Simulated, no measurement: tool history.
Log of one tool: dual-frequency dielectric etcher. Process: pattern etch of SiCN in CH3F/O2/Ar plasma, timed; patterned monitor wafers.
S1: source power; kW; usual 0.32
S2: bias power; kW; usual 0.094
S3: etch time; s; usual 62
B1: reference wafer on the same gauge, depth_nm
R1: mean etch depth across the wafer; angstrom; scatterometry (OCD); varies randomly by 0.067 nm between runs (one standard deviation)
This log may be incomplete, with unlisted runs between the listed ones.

run 1 hour=0 | S1=0.38 S2=0.094 S3=62 | B1=27.28 | R1=248.8
run 2 hour=26.3 | S1=0.38 S2=0.094 S3=62 | B1=27.31 | R1=247.7
run 3 hour=55.8 | S1=0.38 S2=0.094 S3=62 | B1=27.3 | R1=247.5
run 4 hour=81 | S1=0.3 S2=0.094 S3=62 | B1=27.33 | R1=232.3
run 5 hour=95.6 | S1=0.32 S2=0.094 S3=62 | B1=27.34 | R1=235.7
run 6 hour=122.2 | S1=0.32 S2=0.094 S3=62 | B1=27.3 | R1=235.7
-- hour=134.6 bias power generator calibrated
-- hour=139.3 source power generator calibrated
run 7 hour=157.3 | S1=0.32 S2=0.094 S3=62 | B1=27.28 | R1=235.8
run 8 hour=176.5 | S1=0.34 S2=0.094 S3=62 | B1=27.3 | R1=239.7
-- hour=204.3 gauge calibrated
-- hour=205.3 wet clean of the chamber
run 9 hour=206.7 | S1=0.32 S2=0.101 S3=62 | B1=27.27 | R1=250
run 10 hour=225.5 | S1=0.34 S2=0.081 S3=67.5 | B1=27.29 | R1=253.1
run 11 hour=241.8 | S1=0.25 S2=0.086 S3=70.5 | B1=27.28 | R1=249.4

Predict the results of run 12:
-- hour=287.9 upper electrode replaced, of another model than before
run 12 hour=288.4 | S1=0.38 S2=0.085 S3=44.5 | B1=? | R1=?

B1: 27.31
R1: 173 angstrom
Take away the tool's hidden state, keep the run-to-run variation as it was, and the same run would have given R1 173.8 angstrom.
